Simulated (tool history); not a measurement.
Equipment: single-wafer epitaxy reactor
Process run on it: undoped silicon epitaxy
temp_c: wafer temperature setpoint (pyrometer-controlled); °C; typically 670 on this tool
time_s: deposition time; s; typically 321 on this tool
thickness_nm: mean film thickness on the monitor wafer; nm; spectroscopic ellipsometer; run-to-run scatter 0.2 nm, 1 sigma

run   hour  temp_c  time_s  wafers since the last listed run  hours since the last pyrometer calibration  hours since the gauge calibration  read-back reference wafer on the same gauge, thickness_nm  thickness_nm
  1      0     670     321                                 0                                        2542                              128.6                                                      73.26        78.591
  2   21.4     670     321                               167                                      2563.4                                150                                                     73.076        78.279
  3   44.3     680     366                               179                                      2586.3                              172.9                                                     73.107       107.591
  4   77.2     670     349                               257                                      2619.2                              205.8                                                     72.973        84.811
     113.8  -- gauge calibrated
  5  120.5     670     349                               339                                      2662.5                                6.7                                                     73.601        85.859
  6  136.5     670     349                               125                                      2678.5                               22.7                                                     73.626        86.136
  7  162.9     670     321                               206                                      2704.9                               49.1                                                     73.426        79.036
  8  185.8     655     321                               179                                      2727.8                                 72                                                     73.402        59.436
     209.1  -- pyrometer calibrated
  9  209.6     670     346                               123                                         0.5                               95.8                                                     73.373        84.459
 10  239.3     664     354                               232                                        30.2                              125.5                                                     73.344        77.361
 11  264.7     659     265                               199                                        55.6                              150.9                                                     73.118        52.795
 12  280.5     670     321                               123                                        71.4                              166.7                                                     73.104        78.379
     304.9  -- gauge calibrated
 13  315.1     670     321                               271                                         106                               10.2                                                     73.583        78.453
 14  341.9     679     350                               209                                       132.8                                 37                                                     73.411        101.26
 15  369.6     658     262                               217                                       160.5                               64.7                                                     73.351        51.201

Selected run-to-run steps in thickness_nm, each split into two signed amounts: the part the tool would show with no hidden state at all (from settings, incoming material and random variation), and the remainder, which goes to the hidden state together with any gauge scatter not common to the measured and the hidden-state-free results:
The hidden state here: wafer temperature above the value expected at the setpoint (K); gauge reads high (%).
Run 4 -> 5: gauge calibrated. thickness_nm +1.048 nm: hidden state +0.775, all else +0.273.
Run 14 -> 15: temp_c 679 -> 658, time_s 350 -> 262. thickness_nm -50.059 nm: hidden state +0.033, all else -50.092.
